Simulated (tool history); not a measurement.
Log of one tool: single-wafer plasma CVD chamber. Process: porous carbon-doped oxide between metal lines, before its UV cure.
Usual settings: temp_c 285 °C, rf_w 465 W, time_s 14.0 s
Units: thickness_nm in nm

run,hour,temp_c,rf_w,time_s,"read-back reference wafer on the same gauge, thickness_nm",thickness_nm
1,0.0,285,535,14.0,78.329,89.106
2,55.4,285,535,14.0,78.151,89.307
3,106.6,285,535,14.0,78.331,87.829
4,142.7,278,465,14.0,78.268,87.314
5,197.2,285,465,14.0,78.673,83.399
# hour 230.1: thermocouple changed; heater temperature recalibrated
6,230.6,285,465,14.0,78.692,83.604
7,248.1,285,465,14.0,78.769,82.754
8,310.5,285,465,12.1,78.889,72.601
9,346.1,285,465,12.1,79.068,72.604
# hour 357.7: RF generator calibrated
10,371.1,274,405,15.9,79.023,94.746
# hour 421.0: showerhead replaced
11,421.5,278,500,11.5,79.209,74.456
12,445.1,285,465,14.0,79.384,84.689
13,471.3,285,465,14.0,79.542,84.929
14,529.6,291,555,14.0,79.518,87.745
# hour 566.4: gauge calibrated
15,574.8,280,535,16.2,77.916,104.474
16,621.3,285,465,14.0,77.766,83.045
17,689.5,290,395,12.5,77.967,67.352
18,753.4,285,500,16.4,78.052,98.611

Forecast each of these 3 alternatives for the next run:
A,753.8,285,465,14.0,?,?
B,753.8,290,515,15.6,?,?
C,753.8,300,385,16.7,?,?

run,"read-back reference wafer on the same gauge, thickness_nm",thickness_nm
A,78.087,82.321
B,78.087,92.920
C,78.087,82.749
Without the tool's hidden state the same runs would have given:
run,thickness_nm
A,82.224
B,92.811
C,82.651

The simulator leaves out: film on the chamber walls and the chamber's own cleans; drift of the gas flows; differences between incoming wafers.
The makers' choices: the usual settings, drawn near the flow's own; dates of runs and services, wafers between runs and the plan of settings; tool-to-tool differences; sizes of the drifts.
